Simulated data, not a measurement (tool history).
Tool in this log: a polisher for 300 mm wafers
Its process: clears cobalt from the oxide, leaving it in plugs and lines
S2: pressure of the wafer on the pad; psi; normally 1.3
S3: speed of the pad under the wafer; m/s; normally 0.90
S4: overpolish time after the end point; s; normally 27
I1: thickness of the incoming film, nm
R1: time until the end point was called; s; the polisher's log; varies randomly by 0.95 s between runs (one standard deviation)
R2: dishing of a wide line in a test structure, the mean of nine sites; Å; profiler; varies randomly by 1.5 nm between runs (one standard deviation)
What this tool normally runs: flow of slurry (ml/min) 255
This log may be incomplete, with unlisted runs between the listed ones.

Run 1, hour 0.0: usual settings but S4 36 s; I1 180.8. Result: R1 58.5 s, R2 678 Å.
Run 2, hour 57.4: usual settings but flow of slurry (ml/min) 235, S2 1.5 psi; I1 178.9. Result: R1 53.2 s, R2 591 Å.
At hour 68.4: slurry nozzle cleaned.
Run 3, hour 90.8: usual settings but flow of slurry (ml/min) 235, S2 1.5 psi; I1 176.2. Result: R1 52.4 s, R2 629 Å.
Run 4, hour 149.6: usual settings but flow of slurry (ml/min) 295, S2 1.2 psi; I1 178.0. Result: R1 67.5 s, R2 528 Å.
At hour 157.5: worn pad replaced by a new one.
Run 5, hour 179.9: usual settings; I1 183.0. Result: R1 54.1 s, R2 596 Å.
Run 6, hour 205.0: usual settings but flow of slurry (ml/min) 320, S3 0.98 m/s; I1 182.6. Result: R1 52.5 s, R2 613 Å.
Run 7, hour 258.6: usual settings but flow of slurry (ml/min) 320, S3 0.98 m/s; I1 181.6. Result: R1 54.1 s, R2 631 Å.
Run 8, hour 288.3: usual settings; I1 179.6. Result: R1 57.8 s, R2 597 Å.
At hour 385.3: worn pad replaced by a new one.
At hour 469.0: slurry nozzle cleaned.
Run 9, hour 476.5: usual settings; I1 176.8. Result: R1 58.0 s, R2 598 Å.
At hour 488.2: head pressure recalibrated.
Run 10, hour 541.1: usual settings but S3 1.12 m/s; I1 178.5. Result: R1 49.8 s, R2 603 Å.
Run 11, hour 598.8: usual settings but flow of slurry (ml/min) 220; I1 179.1. Result: R1 62.8 s, R2 557 Å.
At hour 667.5: worn pad replaced by a new one.
Run 12, hour 668.0: usual settings but S3 1.12 m/s; I1 182.4. Result: R1 48.7 s, R2 653 Å.
Run 13, hour 697.0: usual settings but flow of slurry (ml/min) 320, S3 0.98 m/s; I1 179.7. Result: R1 51.9 s, R2 643 Å.
Run 14, hour 730.7: usual settings but flow of slurry (ml/min) 230, S2 1.5 psi, S3 1.12 m/s; I1 178.7. Result: R1 43.5 s, R2 672 Å.
At hour 779.0: slurry nozzle cleaned.
Run 15, hour 792.1: usual settings but flow of slurry (ml/min) 215, S2 1.4 psi, S4 14 s; I1 177.8. Result: R1 56.5 s, R2 349 Å.
Run 16, hour 832.5: usual settings but S3 1.14 m/s; I1 179.8. Result: R1 53.3 s, R2 614 Å.
At hour 926.1: worn pad replaced by a new one.
Run 17, hour 1012.8: usual settings but flow of slurry (ml/min) 175, S2 1.7 psi, S4 19 s; I1 181.5. Result: R1 45.5 s, R2 527 Å.
Run 18, hour 1062.8: usual settings but flow of slurry (ml/min) 235, S2 1.5 psi; I1 177.3. Result: R1 50.4 s, R2 622 Å.
Run 19, hour 1134.2: usual settings but flow of slurry (ml/min) 215, S2 1.1 psi, S3 0.64 m/s, S4 15 s; I1 182.6. Result: R1 88.7 s, R2 269 Å.
At hour 1168.6: slurry nozzle cleaned.
Run 20, hour 1181.2: usual settings but S3 1.10 m/s; I1 180.0. Result: R1 53.2 s, R2 651 Å.
At hour 1186.8: worn pad replaced by a new one.
Run 21, hour 1218.1: usual settings but S3 0.64 m/s; I1 181.2. Result: R1 68.1 s, R2 517 Å.
Run 22, hour 1265.6: usual settings; I1 179.8. Result: R1 60.3 s, R2 578 Å.

What if the next run were any one of these 4? Each begins from the tool's condition after run 22:
Run A, hour 1266.1: usual settings but S4 37 s; I1 180.4. Result: R1 ?, R2 ?.
Run B, hour 1266.1: usual settings but S2 1.6 psi, S3 1.00 m/s, S4 14 s; I1 180.4. Result: R1 ?, R2 ?.
Run C, hour 1266.1: usual settings but flow of slurry (ml/min) 320, S2 1.1 psi; I1 180.4. Result: R1 ?, R2 ?.
Run D, hour 1266.1: usual settings but S2 1.7 psi, S4 41 s; I1 180.4. Result: R1 ?, R2 ?.

run    R1   R2
  A  58.8  683
  B  44.8  428
  C  67.9  512
  D  45.0  816
The same runs, with their run-to-run variation unchanged, on a tool lacking any hidden condition would have given:
run    R1   R2
  A  53.1  722
  B  40.5  462
  C  61.3  549
  D  40.6  850
